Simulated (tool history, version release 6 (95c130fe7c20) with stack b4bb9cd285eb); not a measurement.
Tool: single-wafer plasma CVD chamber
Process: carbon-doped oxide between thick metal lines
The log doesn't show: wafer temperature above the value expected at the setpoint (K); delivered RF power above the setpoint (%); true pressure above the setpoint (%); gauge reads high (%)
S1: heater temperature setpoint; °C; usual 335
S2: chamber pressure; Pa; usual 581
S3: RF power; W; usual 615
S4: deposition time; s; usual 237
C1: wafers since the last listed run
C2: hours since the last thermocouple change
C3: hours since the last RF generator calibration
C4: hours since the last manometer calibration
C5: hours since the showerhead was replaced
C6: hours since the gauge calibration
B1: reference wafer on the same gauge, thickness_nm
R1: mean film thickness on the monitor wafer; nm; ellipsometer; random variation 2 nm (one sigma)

Run 1, hour 0: usual settings but S1 338 °C; C1 0; C2 2485; C3 2429.3; C4 2115.6; C5 3685.1; C6 140.2; B1 1159.89. Result: R1 1281.481 nm.
Run 2, hour 19.6: usual settings but S1 338 °C; C1 105; C2 2504.6; C3 2448.9; C4 2135.2; C5 3704.7; C6 159.8; B1 1159.899. Result: R1 1279.644 nm.
Run 3, hour 41.8: usual settings; C1 119; C2 2526.8; C3 2471.1; C4 2157.4; C5 3726.9; C6 182; B1 1160.026. Result: R1 1289.686 nm.
Run 4, hour 54.4: usual settings; C1 67; C2 2539.4; C3 2483.7; C4 2170; C5 3739.5; C6 194.6; B1 1160.082. Result: R1 1290.448 nm.
Run 5, hour 74.3: usual settings; C1 107; C2 2559.3; C3 2503.6; C4 2189.9; C5 3759.4; C6 214.5; B1 1160.099. Result: R1 1289.644 nm.
Run 6, hour 163.9: usual settings; C1 483; C2 2648.9; C3 2593.2; C4 2279.5; C5 3849; C6 304.1; B1 1160.164. Result: R1 1290.6 nm.
Run 7, hour 182.5: usual settings; C1 100; C2 2667.5; C3 2611.8; C4 2298.1; C5 3867.6; C6 322.7; B1 1159.952. Result: R1 1288.965 nm.
Run 8, hour 204.2: usual settings; C1 117; C2 2689.2; C3 2633.5; C4 2319.8; C5 3889.3; C6 344.4; B1 1160.102. Result: R1 1290.548 nm.
Run 9, hour 226.1: usual settings; C1 118; C2 2711.1; C3 2655.4; C4 2341.7; C5 3911.2; C6 366.3; B1 1160.016. Result: R1 1290.186 nm.
At hour 259.4: RF generator calibrated.
Run 10, hour 284.8: usual settings but S4 221 s; C1 273; C2 2769.8; C3 25.4; C4 2400.4; C5 3969.9; C6 425; B1 1159.918. Result: R1 1253.483 nm.
Run 11, hour 320.1: usual settings but S4 221 s; C1 190; C2 2805.1; C3 60.7; C4 2435.7; C5 4005.2; C6 460.3; B1 1159.95. Result: R1 1252.901 nm.
At hour 348.5: showerhead replaced.
At hour 349.2: thermocouple changed; heater temperature recalibrated.
Run 12, hour 351.1: usual settings; C1 120; C2 1.9; C3 91.7; C4 2466.7; C5 2.6; C6 491.3; B1 1160.13. Result: R1 1345.33 nm.
At hour 365.1: capacitance manometer re-zeroed and calibrated.
Run 13, hour 369.7: usual settings but S1 339 °C, S2 685 Pa, S4 250 s; C1 57; C2 20.5; C3 110.3; C4 4.6; C5 21.2; C6 509.9; B1 1160.213. Result: R1 1433.921 nm.
Run 14, hour 397.3: usual settings but S1 321 °C; C1 148; C2 48.1; C3 137.9; C4 32.2; C5 48.8; C6 537.5; B1 1159.866. Result: R1 1409.707 nm.
Run 15, hour 421.1: usual settings but S2 655 Pa; C1 128; C2 71.9; C3 161.7; C4 56; C5 72.6; C6 561.3; B1 1160.331. Result: R1 1364.273 nm.
Run 16, hour 449.3: usual settings but S3 565 W; C1 152; C2 100.1; C3 189.9; C4 84.2; C5 100.8; C6 589.5; B1 1159.867. Result: R1 1297.121 nm.
Run 17, hour 467.6: usual settings but S2 484 Pa, S4 213 s; C1 98; C2 118.4; C3 208.2; C4 102.5; C5 119.1; C6 607.8; B1 1160.008. Result: R1 1176.694 nm.
Run 18, hour 495.4: usual settings but S1 349 °C, S4 257 s; C1 149; C2 146.2; C3 236; C4 130.3; C5 146.9; C6 635.6; B1 1159.811. Result: R1 1398.065 nm.
At hour 526.5: gauge calibrated.
Run 19, hour 530.7: usual settings; C1 190; C2 181.5; C3 271.3; C4 165.6; C5 182.2; C6 4.2; B1 1159.618. Result: R1 1338.621 nm.
Run 20, hour 563.5: usual settings but S1 321 °C; C1 176; C2 214.3; C3 304.1; C4 198.4; C5 215; C6 37; B1 1160.02. Result: R1 1408.681 nm.
Run 21, hour 582.6: usual settings but S1 350 °C, S3 690 W, S4 268 s; C1 103; C2 233.4; C3 323.2; C4 217.5; C5 234.1; C6 56.1; B1 1160.137. Result: R1 1526.296 nm.
Run 22, hour 616.9: usual settings; C1 185; C2 267.7; C3 357.5; C4 251.8; C5 268.4; C6 90.4; B1 1159.973. Result: R1 1341.561 nm.
Run 23, hour 695.8: usual settings but S1 347 °C, S2 541 Pa, S4 221 s; C1 425; C2 346.6; C3 436.4; C4 330.7; C5 347.3; C6 169.3; B1 1160.101. Result: R1 1189.959 nm.

4 ways to go on from here, each from the tool as it stands after run 23. What would each give?
Run A, hour 696.3: usual settings but S4 278 s; C1 2; C2 347.1; C3 436.9; C4 331.2; C5 347.8; C6 169.8; B1 ?. Result: R1 ?.
Run B, hour 696.3: usual settings but S1 327 °C, S2 676 Pa, S3 525 W; C1 2; C2 347.1; C3 436.9; C4 331.2; C5 347.8; C6 169.8; B1 ?. Result: R1 ?.
Run C, hour 696.3: usual settings but S1 349 °C; C1 2; C2 347.1; C3 436.9; C4 331.2; C5 347.8; C6 169.8; B1 ?. Result: R1 ?.
Run D, hour 696.3: usual settings but S2 635 Pa, S4 202 s; C1 2; C2 347.1; C3 436.9; C4 331.2; C5 347.8; C6 169.8; B1 ?. Result: R1 ?.

run        B1        R1
  A  1160.162  1574.154
  B  1160.162  1318.173
  C  1160.162  1288.296
  D  1160.162  1159.086
Without the tool's hidden state the same runs would have given:
run        R1
  A   1584.88
  B  1327.421
  C  1297.073
  D  1166.984
